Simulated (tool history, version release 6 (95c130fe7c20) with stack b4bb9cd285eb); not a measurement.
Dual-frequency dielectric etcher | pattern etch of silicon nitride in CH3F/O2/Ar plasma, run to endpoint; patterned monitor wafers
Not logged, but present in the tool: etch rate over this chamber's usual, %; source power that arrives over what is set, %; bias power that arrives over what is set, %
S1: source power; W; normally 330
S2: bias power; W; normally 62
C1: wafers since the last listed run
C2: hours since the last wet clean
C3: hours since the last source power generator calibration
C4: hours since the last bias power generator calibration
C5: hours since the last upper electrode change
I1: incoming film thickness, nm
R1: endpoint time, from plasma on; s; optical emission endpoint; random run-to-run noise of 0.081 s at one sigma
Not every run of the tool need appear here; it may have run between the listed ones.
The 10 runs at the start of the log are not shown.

run,hour,S1,S2,C1,C2,C3,C4,C5,I1,R1
11,506.6,330,62,747,223.1,60.7,3574.4,1906.7,17.58,27.5
12,543.2,390,62,610,259.7,97.3,3611,1943.3,17.6,26
13,610.9,390,62,1129,327.4,165,3678.7,2011,17.47,25.9
14,639.4,330,62,475,355.9,193.5,3707.2,2039.5,17.48,27.5
# hour 670.9: upper electrode replaced
15,683.6,300,62,337,400.1,237.7,3751.4,12.7,17.47,28.4
16,741.7,330,62,969,458.2,295.8,3809.5,70.8,17.58,27.8
17,787.2,330,77,759,503.7,341.3,3855,116.3,17.53,25.9
18,882.4,330,62,1588,598.9,436.5,3950.2,211.5,17.43,27.7
19,913.3,330,74,515,629.8,467.4,3981.1,242.4,17.49,26.2
# hour 945: wet clean of the chamber
20,972.4,270,68,585,27.4,526.5,4040.2,301.5,17.57,28.2
# hour 986.5: bias power generator calibrated
21,1001.8,390,66,423,56.8,555.9,15.3,330.9,17.6,25.2
22,1036.5,390,75,579,91.5,590.6,50,365.6,17.38,23.9
23,1079,350,49,709,134,633.1,92.5,408.1,17.48,28.5
24,1109.5,370,53,508,164.5,663.6,123,438.6,17.61,27.6
25,1135.9,380,46,440,190.9,690,149.4,465,17.49,28.4
26,1160.2,260,53,405,215.2,714.3,173.7,489.3,17.24,30.4
27,1219,330,62,981,274,773.1,232.5,548.1,17.45,27.3
28,1277.3,330,62,972,332.3,831.4,290.8,606.4,17.51,27.5
29,1334.8,330,62,959,389.8,888.9,348.3,663.9,17.5,27.6
30,1394.9,370,62,1002,449.9,949,408.4,724,17.5,26.6
31,1427.9,310,51,550,482.9,982,441.4,757,17.36,29.7
32,1455.5,250,72,460,510.5,1009.6,469,784.6,17.59,29.1
# hour 1505: wet clean of the chamber
33,1505.5,330,62,433,0.5,1059.6,519,834.6,17.55,27
34,1513.5,350,78,133,8.5,1067.6,527,842.6,17.35,24.3
35,1558.7,390,48,754,53.7,1112.8,572.2,887.8,17.4,27.4

Below are 4 alternative next runs, each starting from the tool's condition after run 35. Predict each:
A,1559.1,330,69,6,54.1,1113.2,572.6,888.2,17.57,?
B,1559.1,380,47,6,54.1,1113.2,572.6,888.2,17.57,?
C,1559.1,330,71,6,54.1,1113.2,572.6,888.2,17.57,?
D,1559.1,360,70,6,54.1,1113.2,572.6,888.2,17.57,?

run,R1
A,26.2
B,28.1
C,26
D,25.3
Had the tool no hidden state, the same runs would have come out as:
run,R1
A,26.2
B,28
C,25.9
D,25.3

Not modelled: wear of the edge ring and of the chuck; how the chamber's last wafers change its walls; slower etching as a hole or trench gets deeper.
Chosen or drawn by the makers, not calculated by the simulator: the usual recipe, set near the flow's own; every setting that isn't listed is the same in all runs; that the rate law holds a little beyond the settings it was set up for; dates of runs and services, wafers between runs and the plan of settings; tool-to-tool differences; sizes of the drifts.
